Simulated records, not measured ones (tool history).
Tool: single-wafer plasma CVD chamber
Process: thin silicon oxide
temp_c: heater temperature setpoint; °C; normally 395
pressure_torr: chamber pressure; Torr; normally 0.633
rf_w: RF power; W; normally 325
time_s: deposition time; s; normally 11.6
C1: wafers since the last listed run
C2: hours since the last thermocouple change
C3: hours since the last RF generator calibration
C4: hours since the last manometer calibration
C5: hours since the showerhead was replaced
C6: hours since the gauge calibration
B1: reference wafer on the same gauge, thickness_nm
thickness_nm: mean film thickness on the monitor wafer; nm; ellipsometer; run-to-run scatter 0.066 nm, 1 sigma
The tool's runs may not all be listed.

Run 1, day 0.000: usual settings; C1 0; C2 2843.2; C3 806.2; C4 869.1; C5 8178.6; C6 72.3; B1 20.496. Result: thickness_nm 17.547 nm.
Run 2, day 0.296: usual settings but pressure_torr 0.673 Torr, time_s 9.8 s; C1 216; C2 2850.3; C3 813.3; C4 876.2; C5 8185.7; C6 79.4; B1 20.507. Result: thickness_nm 15.787 nm.
Run 3, day 0.621: usual settings but rf_w 310 W; C1 237; C2 2858.1; C3 821.1; C4 884.0; C5 8193.5; C6 87.2; B1 20.503. Result: thickness_nm 17.228 nm.
Run 4, day 1.038: usual settings but rf_w 310 W; C1 304; C2 2868.1; C3 831.1; C4 894.0; C5 8203.5; C6 97.2; B1 20.499. Result: thickness_nm 17.275 nm.
Run 5, day 1.729: usual settings; C1 505; C2 2884.7; C3 847.7; C4 910.6; C5 8220.1; C6 113.8; B1 20.503. Result: thickness_nm 17.646 nm.
Run 6, day 2.271: usual settings; C1 395; C2 2897.7; C3 860.7; C4 923.6; C5 8233.1; C6 126.8; B1 20.515. Result: thickness_nm 17.515 nm.
Run 7, day 2.962: usual settings but rf_w 275 W; C1 505; C2 2914.3; C3 877.3; C4 940.2; C5 8249.7; C6 143.4; B1 20.494. Result: thickness_nm 16.568 nm.
Run 8, day 3.521: usual settings but rf_w 275 W; C1 408; C2 2927.7; C3 890.7; C4 953.6; C5 8263.1; C6 156.8; B1 20.501. Result: thickness_nm 16.477 nm.
Run 9, day 3.821: usual settings but temp_c 388 °C; C1 219; C2 2934.9; C3 897.9; C4 960.8; C5 8270.3; C6 164.0; B1 20.502. Result: thickness_nm 17.631 nm.
Run 10, day 5.675: usual settings but temp_c 388 °C; C1 1355; C2 2979.4; C3 942.4; C4 1005.3; C5 8314.8; C6 208.5; B1 20.518. Result: thickness_nm 17.666 nm.
At day 6.121: RF generator calibrated.
Run 11, day 6.142: usual settings; C1 97; C2 2990.6; C3 0.5; C4 1016.5; C5 8326.0; C6 219.7; B1 20.504. Result: thickness_nm 17.568 nm.
At day 6.550: showerhead replaced.
At day 6.704: thermocouple changed; heater temperature recalibrated.
Run 12, day 6.725: usual settings; C1 70; C2 0.5; C3 14.5; C4 1030.5; C5 4.2; C6 233.7; B1 20.502. Result: thickness_nm 17.548 nm.
Run 13, day 6.975: usual settings but temp_c 384 °C, pressure_torr 0.566 Torr, time_s 12.9 s; C1 182; C2 6.5; C3 20.5; C4 1036.5; C5 10.2; C6 239.7; B1 20.500. Result: thickness_nm 17.565 nm.
Run 14, day 7.388: usual settings but rf_w 350 W; C1 301; C2 16.4; C3 30.4; C4 1046.4; C5 20.1; C6 249.6; B1 20.497. Result: thickness_nm 18.151 nm.
Run 15, day 7.708: usual settings but rf_w 370 W; C1 234; C2 24.1; C3 38.1; C4 1054.1; C5 27.8; C6 257.3; B1 20.506. Result: thickness_nm 18.530 nm.
Run 16, day 8.083: usual settings but temp_c 406 °C, pressure_torr 0.566 Torr, rf_w 390 W, time_s 10.8 s; C1 274; C2 33.1; C3 47.1; C4 1063.1; C5 36.8; C6 266.3; B1 20.495. Result: thickness_nm 15.585 nm.
At day 8.133: gauge calibrated.
Run 17, day 8.754: usual settings but pressure_torr 0.535 Torr; C1 490; C2 49.2; C3 63.2; C4 1079.2; C5 52.9; C6 14.9; B1 20.489. Result: thickness_nm 14.733 nm.
Run 18, day 9.492: usual settings but temp_c 401 °C, pressure_torr 0.538 Torr, rf_w 265 W, time_s 10.7 s; C1 538; C2 66.9; C3 80.9; C4 1096.9; C5 70.6; C6 32.6; B1 20.511. Result: thickness_nm 12.670 nm.
At day 9.958: capacitance manometer re-zeroed and calibrated.
Run 19, day 10.238: usual settings; C1 301; C2 84.8; C3 98.8; C4 6.7; C5 88.5; C6 50.5; B1 20.505. Result: thickness_nm 17.628 nm.
Run 20, day 10.833: usual settings but temp_c 406 °C, pressure_torr 0.566 Torr, rf_w 390 W, time_s 10.8 s; C1 435; C2 99.1; C3 113.1; C4 21.0; C5 102.8; C6 64.8; B1 20.514. Result: thickness_nm 15.475 nm.
Run 21, day 11.225: usual settings but temp_c 403 °C, rf_w 275 W; C1 286; C2 108.5; C3 122.5; C4 30.4; C5 112.2; C6 74.2; B1 20.512. Result: thickness_nm 16.405 nm.
Run 22, day 11.942: usual settings but temp_c 382 °C, rf_w 370 W; C1 523; C2 125.7; C3 139.7; C4 47.6; C5 129.4; C6 91.4; B1 20.501. Result: thickness_nm 18.550 nm.
Run 23, day 12.588: usual settings but temp_c 401 °C, rf_w 300 W; C1 471; C2 141.2; C3 155.2; C4 63.1; C5 144.9; C6 106.9; B1 20.497. Result: thickness_nm 17.144 nm.
Run 24, day 13.200: usual settings but temp_c 384 °C, pressure_torr 0.566 Torr, time_s 12.9 s; C1 447; C2 155.9; C3 169.9; C4 77.8; C5 159.6; C6 121.6; B1 20.495. Result: thickness_nm 17.584 nm.
Run 25, day 13.700: usual settings but pressure_torr 0.476 Torr; C1 365; C2 167.9; C3 181.9; C4 89.8; C5 171.6; C6 133.6; B1 20.515. Result: thickness_nm 13.121 nm.

Each row is a separate what-if for the run after 25, all from the same tool condition, not one after another. Results?
Run A, day 13.717: usual settings but pressure_torr 0.746 Torr; C1 12; C2 168.3; C3 182.3; C4 90.2; C5 172.0; C6 134.0; B1 ?. Result: thickness_nm ?.
Run B, day 13.717: usual settings but pressure_torr 0.513 Torr, rf_w 370 W; C1 12; C2 168.3; C3 182.3; C4 90.2; C5 172.0; C6 134.0; B1 ?. Result: thickness_nm ?.
Run C, day 13.717: usual settings but rf_w 270 W; C1 12; C2 168.3; C3 182.3; C4 90.2; C5 172.0; C6 134.0; B1 ?. Result: thickness_nm ?.

run      B1  thickness_nm
  A  20.488        20.671
  B  20.488        14.909
  C  20.488        16.384
The same runs, with their run-to-run variation unchanged, on a tool lacking any hidden condition would have given:
run  thickness_nm
  A        20.671
  B        14.909
  C        16.384
